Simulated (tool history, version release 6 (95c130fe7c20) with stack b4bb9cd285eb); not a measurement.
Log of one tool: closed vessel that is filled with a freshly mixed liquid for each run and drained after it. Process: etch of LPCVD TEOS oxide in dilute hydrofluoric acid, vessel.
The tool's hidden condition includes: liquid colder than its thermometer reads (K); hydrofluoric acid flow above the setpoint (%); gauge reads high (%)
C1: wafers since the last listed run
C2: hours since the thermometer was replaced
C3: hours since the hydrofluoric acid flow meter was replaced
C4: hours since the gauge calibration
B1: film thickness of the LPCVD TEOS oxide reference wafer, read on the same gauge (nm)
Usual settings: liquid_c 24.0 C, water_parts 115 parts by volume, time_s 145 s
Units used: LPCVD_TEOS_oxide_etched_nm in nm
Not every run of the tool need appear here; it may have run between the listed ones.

run 1 hour=0.0 | liquid_c=24.0 water_parts=115 time_s=145 | C1=0 C2=1382.0 C3=1036.9 C4=1044.4 | B1=100.00 | LPCVD_TEOS_oxide_etched_nm=37.07
run 2 hour=59.1 | liquid_c=24.0 water_parts=115 time_s=145 | C1=7216 C2=1441.1 C3=1096.0 C4=1103.5 | B1=99.96 | LPCVD_TEOS_oxide_etched_nm=36.81
run 3 hour=117.4 | liquid_c=24.0 water_parts=115 time_s=145 | C1=7118 C2=1499.4 C3=1154.3 C4=1161.8 | B1=99.99 | LPCVD_TEOS_oxide_etched_nm=36.82
run 4 hour=169.0 | liquid_c=24.0 water_parts=115 time_s=145 | C1=6300 C2=1551.0 C3=1205.9 C4=1213.4 | B1=99.94 | LPCVD_TEOS_oxide_etched_nm=36.81
-- hour=170.5 hydrofluoric acid flow meter replaced
run 5 hour=220.6 | liquid_c=24.0 water_parts=115 time_s=145 | C1=6178 C2=1602.6 C3=50.1 C4=1265.0 | B1=100.04 | LPCVD_TEOS_oxide_etched_nm=36.72
run 6 hour=258.7 | liquid_c=24.0 water_parts=115 time_s=80 | C1=4652 C2=1640.7 C3=88.2 C4=1303.1 | B1=99.98 | LPCVD_TEOS_oxide_etched_nm=20.31
run 7 hour=288.5 | liquid_c=24.0 water_parts=115 time_s=80 | C1=3638 C2=1670.5 C3=118.0 C4=1332.9 | B1=100.05 | LPCVD_TEOS_oxide_etched_nm=20.38
run 8 hour=355.7 | liquid_c=27.5 water_parts=115 time_s=145 | C1=8205 C2=1737.7 C3=185.2 C4=1400.1 | B1=100.00 | LPCVD_TEOS_oxide_etched_nm=42.08
run 9 hour=417.0 | liquid_c=27.5 water_parts=115 time_s=145 | C1=7485 C2=1799.0 C3=246.5 C4=1461.4 | B1=99.98 | LPCVD_TEOS_oxide_etched_nm=42.20
run 10 hour=467.7 | liquid_c=24.0 water_parts=115 time_s=145 | C1=6190 C2=1849.7 C3=297.2 C4=1512.1 | B1=100.06 | LPCVD_TEOS_oxide_etched_nm=36.59
run 11 hour=537.4 | liquid_c=24.0 water_parts=115 time_s=145 | C1=8510 C2=1919.4 C3=366.9 C4=1581.8 | B1=100.00 | LPCVD_TEOS_oxide_etched_nm=36.53
run 12 hour=605.0 | liquid_c=24.0 water_parts=115 time_s=145 | C1=8254 C2=1987.0 C3=434.5 C4=1649.4 | B1=99.99 | LPCVD_TEOS_oxide_etched_nm=36.73
run 13 hour=658.9 | liquid_c=24.0 water_parts=115 time_s=145 | C1=6581 C2=2040.9 C3=488.4 C4=1703.3 | B1=99.99 | LPCVD_TEOS_oxide_etched_nm=36.40
run 14 hour=720.1 | liquid_c=24.0 water_parts=115 time_s=145 | C1=7473 C2=2102.1 C3=549.6 C4=1764.5 | B1=99.99 | LPCVD_TEOS_oxide_etched_nm=36.31
run 15 hour=773.7 | liquid_c=24.0 water_parts=115 time_s=145 | C1=6545 C2=2155.7 C3=603.2 C4=1818.1 | B1=100.01 | LPCVD_TEOS_oxide_etched_nm=36.53
run 16 hour=828.4 | liquid_c=24.0 water_parts=115 time_s=145 | C1=6679 C2=2210.4 C3=657.9 C4=1872.8 | B1=99.99 | LPCVD_TEOS_oxide_etched_nm=36.33
run 17 hour=853.6 | liquid_c=28.5 water_parts=65 time_s=145 | C1=3077 C2=2235.6 C3=683.1 C4=1898.0 | B1=100.00 | LPCVD_TEOS_oxide_etched_nm=82.22
-- hour=979.8 gauge calibrated
-- hour=1054.6 thermometer replaced
run 18 hour=1058.3 | liquid_c=24.0 water_parts=170 time_s=145 | C1=24873 C2=3.7 C3=887.8 C4=78.5 | B1=100.00 | LPCVD_TEOS_oxide_etched_nm=24.29
run 19 hour=1108.3 | liquid_c=24.0 water_parts=115 time_s=145 | C1=6105 C2=53.7 C3=937.8 C4=128.5 | B1=100.00 | LPCVD_TEOS_oxide_etched_nm=38.26
run 20 hour=1145.8 | liquid_c=24.0 water_parts=115 time_s=145 | C1=4579 C2=91.2 C3=975.3 C4=166.0 | B1=99.98 | LPCVD_TEOS_oxide_etched_nm=38.20
run 21 hour=1181.6 | liquid_c=24.0 water_parts=150 time_s=145 | C1=4371 C2=127.0 C3=1011.1 C4=201.8 | B1=100.02 | LPCVD_TEOS_oxide_etched_nm=28.16
run 22 hour=1242.3 | liquid_c=24.0 water_parts=115 time_s=145 | C1=7411 C2=187.7 C3=1071.8 C4=262.5 | B1=99.99 | LPCVD_TEOS_oxide_etched_nm=38.16
run 23 hour=1277.8 | liquid_c=24.0 water_parts=115 time_s=205 | C1=4334 C2=223.2 C3=1107.3 C4=298.0 | B1=100.03 | LPCVD_TEOS_oxide_etched_nm=53.89
-- hour=1279.8 hydrofluoric acid flow meter replaced
run 24 hour=1306.7 | liquid_c=29.0 water_parts=90 time_s=225 | C1=3406 C2=252.1 C3=26.9 C4=326.9 | B1=100.01 | LPCVD_TEOS_oxide_etched_nm=94.72
run 25 hour=1370.5 | liquid_c=21.5 water_parts=145 time_s=145 | C1=7790 C2=315.9 C3=90.7 C4=390.7 | B1=99.99 | LPCVD_TEOS_oxide_etched_nm=26.41
run 26 hour=1437.2 | liquid_c=27.0 water_parts=140 time_s=95 | C1=8144 C2=382.6 C3=157.4 C4=457.4 | B1=100.04 | LPCVD_TEOS_oxide_etched_nm=22.21
run 27 hour=1495.6 | liquid_c=24.0 water_parts=80 time_s=200 | C1=7131 C2=441.0 C3=215.8 C4=515.8 | B1=99.98 | LPCVD_TEOS_oxide_etched_nm=78.52
run 28 hour=1564.4 | liquid_c=26.0 water_parts=85 time_s=65 | C1=8401 C2=509.8 C3=284.6 C4=584.6 | B1=100.00 | LPCVD_TEOS_oxide_etched_nm=25.89
run 29 hour=1600.5 | liquid_c=24.0 water_parts=140 time_s=145 | C1=4408 C2=545.9 C3=320.7 C4=620.7 | B1=100.01 | LPCVD_TEOS_oxide_etched_nm=30.04
run 30 hour=1668.7 | liquid_c=24.0 water_parts=115 time_s=145 | C1=8327 C2=614.1 C3=388.9 C4=688.9 | B1=100.05 | LPCVD_TEOS_oxide_etched_nm=37.87
run 31 hour=1718.4 | liquid_c=24.0 water_parts=55 time_s=145 | C1=6068 C2=663.8 C3=438.6 C4=738.6 | B1=99.99 | LPCVD_TEOS_oxide_etched_nm=85.41
run 32 hour=1776.7 | liquid_c=24.0 water_parts=140 time_s=180 | C1=7118 C2=722.1 C3=496.9 C4=796.9 | B1=100.00 | LPCVD_TEOS_oxide_etched_nm=37.24
run 33 hour=1901.7 | liquid_c=26.0 water_parts=115 time_s=145 | C1=15263 C2=847.1 C3=621.9 C4=921.9 | B1=100.02 | LPCVD_TEOS_oxide_etched_nm=40.83

Measured minus without-hidden-state, run by run (identical run-to-run variation in each term; gauge scatter may differ):
run=1 LPCVD_TEOS_oxide_etched_nm=-1.40
run=2 LPCVD_TEOS_oxide_etched_nm=-1.43
run=3 LPCVD_TEOS_oxide_etched_nm=-1.48
run=4 LPCVD_TEOS_oxide_etched_nm=-1.52
run=5 LPCVD_TEOS_oxide_etched_nm=-1.57
run=6 LPCVD_TEOS_oxide_etched_nm=-0.88
run=7 LPCVD_TEOS_oxide_etched_nm=-0.89
run=8 LPCVD_TEOS_oxide_etched_nm=-1.85
run=9 LPCVD_TEOS_oxide_etched_nm=-1.90
run=10 LPCVD_TEOS_oxide_etched_nm=-1.76
run=11 LPCVD_TEOS_oxide_etched_nm=-1.80
run=12 LPCVD_TEOS_oxide_etched_nm=-1.87
run=13 LPCVD_TEOS_oxide_etched_nm=-1.89
run=14 LPCVD_TEOS_oxide_etched_nm=-1.94
run=15 LPCVD_TEOS_oxide_etched_nm=-1.98
run=16 LPCVD_TEOS_oxide_etched_nm=-2.01
run=17 LPCVD_TEOS_oxide_etched_nm=-4.63
run=18 LPCVD_TEOS_oxide_etched_nm=-0.09
run=19 LPCVD_TEOS_oxide_etched_nm=-0.18
run=20 LPCVD_TEOS_oxide_etched_nm=-0.21
run=21 LPCVD_TEOS_oxide_etched_nm=-0.17
run=22 LPCVD_TEOS_oxide_etched_nm=-0.29
run=23 LPCVD_TEOS_oxide_etched_nm=-0.44
run=24 LPCVD_TEOS_oxide_etched_nm=-0.84
run=25 LPCVD_TEOS_oxide_etched_nm=-0.28
run=26 LPCVD_TEOS_oxide_etched_nm=-0.25
run=27 LPCVD_TEOS_oxide_etched_nm=-1.05
run=28 LPCVD_TEOS_oxide_etched_nm=-0.37
run=29 LPCVD_TEOS_oxide_etched_nm=-0.44
run=30 LPCVD_TEOS_oxide_etched_nm=-0.63
run=31 LPCVD_TEOS_oxide_etched_nm=-1.55
run=32 LPCVD_TEOS_oxide_etched_nm=-0.68
run=33 LPCVD_TEOS_oxide_etched_nm=-0.86

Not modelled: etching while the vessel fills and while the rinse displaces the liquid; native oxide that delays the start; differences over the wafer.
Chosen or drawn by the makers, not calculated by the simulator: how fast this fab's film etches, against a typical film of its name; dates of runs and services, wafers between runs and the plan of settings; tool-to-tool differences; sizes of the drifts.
